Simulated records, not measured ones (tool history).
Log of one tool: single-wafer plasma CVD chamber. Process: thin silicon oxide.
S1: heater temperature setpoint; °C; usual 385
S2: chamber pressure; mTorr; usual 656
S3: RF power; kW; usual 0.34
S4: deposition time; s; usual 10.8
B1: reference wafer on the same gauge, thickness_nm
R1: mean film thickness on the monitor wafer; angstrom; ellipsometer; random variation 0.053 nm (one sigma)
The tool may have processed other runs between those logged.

run,hour,S1,S2,S3,S4,B1,R1
1,0,385,656,0.37,10.8,17.394,170.66
2,100.6,385,656,0.34,10.8,17.393,167.39
3,173.4,385,656,0.34,10.8,17.407,167.51
# hour 237.5: gauge calibrated
4,247,385,656,0.34,10.8,17.407,167.7
5,343.4,391,656,0.34,12.1,17.397,187.04
6,444.5,391,656,0.34,12.1,17.399,188.09
7,527.6,385,656,0.34,10.8,17.419,168.43
8,578.6,385,656,0.34,10.8,17.393,168.29
# hour 630.1: RF generator calibrated
9,630.6,385,656,0.34,10.8,17.402,168.89
10,730.5,385,656,0.34,9.9,17.392,154.53
11,810.1,385,656,0.34,9.9,17.411,155.58
12,867.4,385,731,0.34,10.8,17.403,187.34
13,935.8,385,558,0.34,10.8,17.402,144.41
# hour 1021.6: gauge calibrated
14,1025.3,385,656,0.34,11.9,17.396,187.13
# hour 1039.7: thermocouple changed; heater temperature recalibrated
# hour 1068.2: showerhead replaced
# hour 1107.3: capacitance manometer re-zeroed and calibrated
15,1109,385,656,0.4,8.8,17.404,137.12
16,1152.4,385,656,0.34,10.8,17.405,163.03
17,1213.2,374,656,0.405,10.8,17.405,170.79
18,1281.5,385,656,0.37,10.8,17.393,167.17
19,1326.6,370,656,0.405,11.8,17.4,188.89
20,1394.5,385,656,0.34,10.8,17.38,163.86
21,1500.5,385,656,0.34,10.8,17.398,164.19
22,1576.4,393,656,0.34,10.8,17.398,163.61

Measured result minus the same run's result without the hidden state. Both carry the same run-to-run variation, though not necessarily the same gauge scatter:
What the log doesn't record here: wafer temperature above the value expected at the setpoint (K); delivered RF power above the setpoint (%); true pressure above the setpoint (%); gauge reads high (%).
run,R1
1,+2.89
2,+3.08
3,+3.26
4,+3.43
5,+4.09
6,+4.39
7,+4.12
8,+4.24
9,+4.38
10,+4.23
11,+4.43
12,+5.25
13,+4.48
14,+5.89
15,-0.88
16,-0.94
17,-0.83
18,-0.64
19,-0.59
20,-0.35
21,-0.09
22,+0.1

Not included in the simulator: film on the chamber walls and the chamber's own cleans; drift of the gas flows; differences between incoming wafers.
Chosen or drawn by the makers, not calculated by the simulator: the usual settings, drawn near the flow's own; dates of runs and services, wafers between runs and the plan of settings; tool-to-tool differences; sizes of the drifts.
